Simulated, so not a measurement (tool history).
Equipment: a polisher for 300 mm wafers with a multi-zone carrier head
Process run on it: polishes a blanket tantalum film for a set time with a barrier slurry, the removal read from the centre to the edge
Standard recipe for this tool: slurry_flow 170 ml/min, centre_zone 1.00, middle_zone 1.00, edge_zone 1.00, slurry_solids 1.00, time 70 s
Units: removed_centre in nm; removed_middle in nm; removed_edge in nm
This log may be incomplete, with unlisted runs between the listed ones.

run,day,slurry_flow,centre_zone,middle_zone,edge_zone,slurry_solids,time,wafers since the last listed run,wafers polished on this pad,hours since the slurry nozzle was cleaned,hours since the centre zone pressure was calibrated,hours since the edge zone pressure was calibrated,hours since the carrier head's membrane was replaced,"incoming thickness of the incoming film, nm",removed_centre,removed_middle,removed_edge
1,0.000,170,1.00,0.96,0.94,1.00,70,0,208,645.0,330.1,537.9,783.3,285.8,86.3,92.6,94.2
2,0.650,170,1.12,1.00,1.00,1.00,53,193,402,660.6,345.7,553.5,798.9,279.3,73.8,73.0,73.5
# day 0.904: carrier head's membrane replaced by a new one
3,1.183,205,1.00,0.96,0.96,1.00,48,96,498,673.4,358.5,566.3,6.7,283.8,62.3,65.6,65.8
4,1.683,170,1.00,0.90,1.00,1.00,70,148,647,685.4,370.5,578.3,18.7,281.6,87.3,89.9,96.9
# day 2.067: slurry nozzle cleaned
5,2.092,170,1.00,1.00,1.00,1.00,70,109,756,0.6,380.3,588.1,28.5,284.9,85.4,95.4,97.5
6,2.771,185,1.00,1.00,1.04,1.30,60,201,958,16.9,396.6,604.4,44.8,281.8,80.3,89.4,93.1
# day 3.008: edge zone pressure recalibrated
7,3.342,170,0.94,1.00,1.00,1.00,70,144,1103,30.6,410.3,8.0,58.5,277.6,80.2,93.8,95.9
8,3.621,170,1.00,1.00,1.00,1.00,54,83,1186,37.3,417.0,14.7,65.2,277.4,65.9,74.0,75.0
# day 3.962: worn pad replaced by a new one
9,3.996,170,1.00,0.91,1.11,1.00,49,61,9,46.3,426.0,23.7,74.2,280.0,58.9,61.6,72.3
10,4.575,170,1.00,1.00,1.00,1.00,70,172,181,60.2,439.9,37.6,88.1,275.9,83.7,95.4,97.4
11,5.033,170,1.00,1.00,1.00,0.90,53,136,318,71.2,450.9,48.6,99.1,279.9,62.3,69.2,71.4
# day 5.296: centre zone pressure recalibrated
12,5.592,170,1.00,1.00,1.09,1.25,70,141,459,84.6,7.1,62.0,112.5,277.2,103.6,101.0,108.1
13,5.996,135,1.10,1.00,1.04,1.00,70,120,579,94.3,16.8,71.7,122.2,278.6,99.0,91.8,95.6
14,6.683,170,1.00,1.00,1.04,0.70,70,204,783,110.8,33.3,88.2,138.7,284.6,85.0,83.1,87.0
15,6.938,170,0.93,0.95,1.00,1.20,80,75,859,116.9,39.4,94.3,144.8,277.3,108.0,110.5,117.4
16,7.446,170,1.00,1.00,1.00,1.00,70,151,1010,129.1,51.6,106.5,157.0,281.5,97.7,95.9,98.3
# day 7.825: worn pad replaced by a new one
17,7.925,225,1.00,1.00,0.93,1.00,70,92,30,140.6,63.1,118.0,168.5,280.0,100.4,100.5,96.4
18,8.521,170,1.00,1.00,1.00,1.00,70,177,207,154.9,77.4,132.3,182.8,282.3,95.5,94.8,96.9
19,8.962,210,1.00,1.05,1.00,1.00,70,131,338,165.5,88.0,142.9,193.4,279.1,97.1,103.3,98.7
20,9.500,170,1.00,1.00,1.00,1.00,70,159,498,178.4,100.9,155.8,206.3,284.2,94.9,97.6,96.9
21,9.758,170,1.00,1.00,1.00,1.00,57,76,575,184.6,107.1,162.0,212.5,282.0,75.9,78.3,78.7
22,10.125,170,1.00,1.05,1.10,1.00,70,109,684,193.4,115.9,170.8,221.3,279.4,90.8,98.5,100.2
23,10.742,170,1.00,0.90,1.00,1.00,70,183,867,208.2,130.7,185.6,236.1,275.9,93.3,87.7,96.8

Run-by-run hidden state of the tool:
removal rate lost through wear of the pad, %: 0 in every run
slurry flow missing at the pad, %: 0 in every run
deviation of the edge zone's pressure from its setpoint, %: 0 in every run
H1: deviation of the centre zone's pressure from its setpoint, %
run,H1
1,-8.75
2,-9.19
3,-9.54
4,-9.88
5,-10.2
6,-10.6
7,-11
8,-11.2
9,-11.4
10,-11.8
11,-12.1
12,0.638
13,0.369
14,-0.0904
15,-0.26
16,-0.599
17,-0.919
18,-1.32
19,-1.61
20,-1.97
21,-2.14
22,-2.39
23,-2.8
